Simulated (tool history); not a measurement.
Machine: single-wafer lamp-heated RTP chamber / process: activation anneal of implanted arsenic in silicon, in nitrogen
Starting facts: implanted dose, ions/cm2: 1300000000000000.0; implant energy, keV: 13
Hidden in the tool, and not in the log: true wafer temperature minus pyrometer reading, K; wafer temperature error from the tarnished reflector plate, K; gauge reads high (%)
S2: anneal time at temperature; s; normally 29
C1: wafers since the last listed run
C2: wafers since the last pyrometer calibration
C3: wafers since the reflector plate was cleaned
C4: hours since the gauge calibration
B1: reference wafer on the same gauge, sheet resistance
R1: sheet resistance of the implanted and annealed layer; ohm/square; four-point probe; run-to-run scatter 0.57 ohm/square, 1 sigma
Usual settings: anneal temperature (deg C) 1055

run 1 hour=0 | anneal_temperature_(deg_C)=1055 S2=29 | C1=0 C2=141 C3=7649 C4=41.6 | B1=83.03 | R1=97.73
run 2 hour=19.2 | anneal_temperature_(deg_C)=1055 S2=29 | C1=250 C2=391 C3=7899 C4=60.8 | B1=82.8 | R1=97.86
run 3 hour=55 | anneal_temperature_(deg_C)=1055 S2=29 | C1=466 C2=858 C3=8366 C4=96.6 | B1=83.09 | R1=97.4
run 4 hour=85.3 | anneal_temperature_(deg_C)=1055 S2=29 | C1=395 C2=1253 C3=8761 C4=126.9 | B1=83.02 | R1=97.54
run 5 hour=100.4 | anneal_temperature_(deg_C)=1055 S2=29 | C1=196 C2=1450 C3=8958 C4=142 | B1=82.86 | R1=97.87
run 6 hour=128.3 | anneal_temperature_(deg_C)=1064 S2=42 | C1=363 C2=1814 C3=9322 C4=169.9 | B1=82.94 | R1=91.02
run 7 hour=155.1 | anneal_temperature_(deg_C)=1055 S2=29 | C1=349 C2=2163 C3=9671 C4=196.7 | B1=83.26 | R1=96.11
run 8 hour=176.7 | anneal_temperature_(deg_C)=1055 S2=29 | C1=281 C2=2445 C3=9953 C4=218.3 | B1=82.89 | R1=95.72
-- hour=226.5 reflector plate cleaned
-- hour=228.6 pyrometer window cleaned and pyrometer calibrated
run 9 hour=229.1 | anneal_temperature_(deg_C)=1027 S2=21 | C1=552 C2=6 C3=6 C4=270.7 | B1=83 | R1=115.55
run 10 hour=258.5 | anneal_temperature_(deg_C)=1043 S2=29 | C1=383 C2=390 C3=390 C4=300.1 | B1=83.13 | R1=102.62
run 11 hour=286.8 | anneal_temperature_(deg_C)=1055 S2=33 | C1=369 C2=759 C3=759 C4=328.4 | B1=83.03 | R1=96.22
-- hour=308.2 gauge calibrated
run 12 hour=315.2 | anneal_temperature_(deg_C)=1055 S2=29 | C1=370 C2=1129 C3=1129 C4=7 | B1=83 | R1=97.16
run 13 hour=338.9 | anneal_temperature_(deg_C)=1073 S2=13 | C1=309 C2=1438 C3=1438 C4=30.7 | B1=83.1 | R1=104.22

For run 14, what comes out?
run 14 hour=362.3 | anneal_temperature_(deg_C)=1026 S2=20 | C1=305 C2=1744 C3=1744 C4=54.1 | B1=? | R1=?

B1: 83.09
R1: 114.08 ohm/square
Take away the tool's hidden state, keep the run-to-run variation as it was, and the same run would have given R1 117.87 ohm/square.

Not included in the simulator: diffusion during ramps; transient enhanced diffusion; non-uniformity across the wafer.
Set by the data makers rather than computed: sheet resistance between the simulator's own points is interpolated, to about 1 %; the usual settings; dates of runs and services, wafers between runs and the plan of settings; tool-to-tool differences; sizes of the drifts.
